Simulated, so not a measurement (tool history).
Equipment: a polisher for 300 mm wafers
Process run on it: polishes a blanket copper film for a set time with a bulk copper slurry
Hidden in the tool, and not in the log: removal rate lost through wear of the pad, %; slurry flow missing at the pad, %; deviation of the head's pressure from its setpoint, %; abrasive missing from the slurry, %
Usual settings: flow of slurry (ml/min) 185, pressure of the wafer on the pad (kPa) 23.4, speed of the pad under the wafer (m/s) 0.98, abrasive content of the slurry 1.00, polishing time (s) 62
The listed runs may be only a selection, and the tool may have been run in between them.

run,hour,flow of slurry (ml/min),pressure of the wafer on the pad (kPa),speed of the pad under the wafer (m/s),abrasive content of the slurry,polishing time (s),wafers since the last listed run,wafers polished on this pad,hours since the slurry nozzle was cleaned,hours since the head pressure was calibrated,hours since the slurry blender was calibrated,"incoming thickness of the incoming film, nm",film removed (nm)
1,0.0,185,23.4,0.98,1.00,62,0,3556,534.6,851.5,57.8,1913.8,592.5
# hour 63.4: slurry nozzle cleaned
2,83.7,185,23.4,0.98,1.00,62,935,4492,20.3,935.2,141.5,1911.2,630.8
3,146.1,185,23.4,0.98,1.00,62,706,5198,82.7,997.6,203.9,1903.2,642.2
4,241.5,185,23.4,0.98,1.00,62,1079,6277,178.1,1093.0,299.3,1938.2,624.1
5,372.9,185,23.4,0.98,1.00,62,1486,7764,309.5,1224.4,430.7,1922.2,630.2
# hour 412.7: worn pad replaced by a new one
6,428.3,185,23.4,0.98,1.00,62,581,176,364.9,1279.8,486.1,1892.6,616.7
7,518.0,185,23.4,0.98,1.00,62,1015,1191,454.6,1369.5,575.8,1930.4,600.7
# hour 521.4: head pressure recalibrated
8,581.0,230,23.4,0.98,1.00,62,690,1881,517.6,59.6,638.8,1937.0,622.3
9,685.0,230,23.4,0.98,1.00,62,1176,3058,621.6,163.6,742.8,1931.6,601.2
# hour 697.6: slurry blender recalibrated
# hour 697.7: slurry nozzle cleaned
10,751.6,230,23.4,0.98,1.00,62,730,3789,53.9,230.2,54.0,1963.6,647.9
11,835.7,185,23.4,0.98,1.00,62,951,4740,138.0,314.3,138.1,1952.0,612.3
12,918.1,245,18.6,0.98,1.00,43,932,5673,220.4,396.7,220.5,1884.1,370.6
# hour 980.9: worn pad replaced by a new one
13,1050.1,130,23.4,1.30,0.75,62,1448,783,352.4,528.7,352.5,1901.9,692.9
14,1151.6,145,23.4,0.98,1.00,62,1148,1931,453.9,630.2,454.0,1925.4,560.7
15,1221.7,185,23.4,0.98,1.10,62,793,2725,524.0,700.3,524.1,1948.3,599.6
16,1269.7,185,17.2,0.98,1.00,81,543,3268,572.0,748.3,572.1,1939.6,548.8
# hour 1373.7: slurry blender recalibrated
# hour 1384.7: slurry nozzle cleaned
17,1486.8,245,23.4,1.20,0.90,62,2422,5691,102.1,965.4,113.1,1892.1,790.8
# hour 1570.2: worn pad replaced by a new one, of another model than before
18,1785.9,185,23.4,0.98,1.00,62,3339,2441,401.2,1264.5,412.2,1896.5,609.3
# hour 1848.3: head pressure recalibrated
19,1891.3,185,20.7,0.98,0.90,62,1170,3611,506.6,43.0,517.6,1890.9,539.1

Expected results for the next run?
20,1972.8,120,15.9,0.98,1.00,62,922,4533,588.1,124.5,599.1,1952.0,?

film removed (nm): 358.7
On a tool with no hidden condition, and with the same random variation, this run would have come out at film removed (nm) 446.5.
